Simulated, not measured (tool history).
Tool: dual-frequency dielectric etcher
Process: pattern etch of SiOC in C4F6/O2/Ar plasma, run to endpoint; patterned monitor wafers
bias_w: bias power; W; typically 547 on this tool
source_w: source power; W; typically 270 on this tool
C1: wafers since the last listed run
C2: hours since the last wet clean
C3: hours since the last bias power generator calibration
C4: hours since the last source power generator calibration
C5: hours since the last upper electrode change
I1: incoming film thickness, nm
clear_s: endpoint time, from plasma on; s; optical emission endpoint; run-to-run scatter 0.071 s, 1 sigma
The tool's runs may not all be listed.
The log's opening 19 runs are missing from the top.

run 20 hour=449.5 | bias_w=547 source_w=270 | C1=196 C2=230.6 C3=226.7 C4=109.0 C5=2509.2 | I1=28.67 | clear_s=9.8
-- hour=503.2 upper electrode replaced
run 21 hour=503.7 | bias_w=547 source_w=340 | C1=329 C2=284.8 C3=280.9 C4=163.2 C5=0.5 | I1=28.77 | clear_s=8.8
run 22 hour=504.0 | bias_w=547 source_w=270 | C1=3 C2=285.1 C3=281.2 C4=163.5 C5=0.8 | I1=28.72 | clear_s=9.7
run 23 hour=518.0 | bias_w=475 source_w=330 | C1=152 C2=299.1 C3=295.2 C4=177.5 C5=14.8 | I1=28.47 | clear_s=9.3
run 24 hour=547.5 | bias_w=547 source_w=270 | C1=321 C2=328.6 C3=324.7 C4=207.0 C5=44.3 | I1=28.65 | clear_s=9.8
run 25 hour=578.4 | bias_w=547 source_w=270 | C1=336 C2=359.5 C3=355.6 C4=237.9 C5=75.2 | I1=28.21 | clear_s=9.4
run 26 hour=601.6 | bias_w=547 source_w=270 | C1=252 C2=382.7 C3=378.8 C4=261.1 C5=98.4 | I1=28.64 | clear_s=9.6
run 27 hour=623.1 | bias_w=615 source_w=220 | C1=234 C2=404.2 C3=400.3 C4=282.6 C5=119.9 | I1=28.56 | clear_s=10.2
run 28 hour=651.4 | bias_w=547 source_w=270 | C1=308 C2=432.5 C3=428.6 C4=310.9 C5=148.2 | I1=28.77 | clear_s=9.7
run 29 hour=664.2 | bias_w=458 source_w=310 | C1=139 C2=445.3 C3=441.4 C4=323.7 C5=161.0 | I1=28.55 | clear_s=9.5
run 30 hour=696.7 | bias_w=547 source_w=200 | C1=354 C2=477.8 C3=473.9 C4=356.2 C5=193.5 | I1=28.71 | clear_s=11.0
run 31 hour=723.8 | bias_w=547 source_w=270 | C1=295 C2=504.9 C3=501.0 C4=383.3 C5=220.6 | I1=28.43 | clear_s=9.5
run 32 hour=737.6 | bias_w=678 source_w=320 | C1=150 C2=518.7 C3=514.8 C4=397.1 C5=234.4 | I1=28.59 | clear_s=8.1
-- hour=770.1 wet clean of the chamber
run 33 hour=770.6 | bias_w=479 source_w=250 | C1=98 C2=0.5 C3=547.8 C4=430.1 C5=267.4 | I1=28.53 | clear_s=11.0
run 34 hour=782.0 | bias_w=480 source_w=290 | C1=124 C2=11.9 C3=559.2 C4=441.5 C5=278.8 | I1=28.36 | clear_s=9.9
run 35 hour=805.6 | bias_w=547 source_w=330 | C1=257 C2=35.5 C3=582.8 C4=465.1 C5=302.4 | I1=28.40 | clear_s=9.2
run 36 hour=818.4 | bias_w=512 source_w=270 | C1=139 C2=48.3 C3=595.6 C4=477.9 C5=315.2 | I1=28.67 | clear_s=10.2

Forecast each of these 3 alternatives for the next run:
run A hour=818.8 | bias_w=613 source_w=270 | C1=4 C2=48.7 C3=596.0 C4=478.3 C5=315.6 | I1=28.65 | clear_s=?
run B hour=818.8 | bias_w=509 source_w=240 | C1=4 C2=48.7 C3=596.0 C4=478.3 C5=315.6 | I1=28.65 | clear_s=?
run C hour=818.8 | bias_w=441 source_w=310 | C1=4 C2=48.7 C3=596.0 C4=478.3 C5=315.6 | I1=28.65 | clear_s=?

run=A clear_s=9.7
run=B clear_s=10.9
run=C clear_s=10.1
Without the tool's unlogged condition, the same runs would have read:
run=A clear_s=9.8
run=B clear_s=10.9
run=C clear_s=10.1
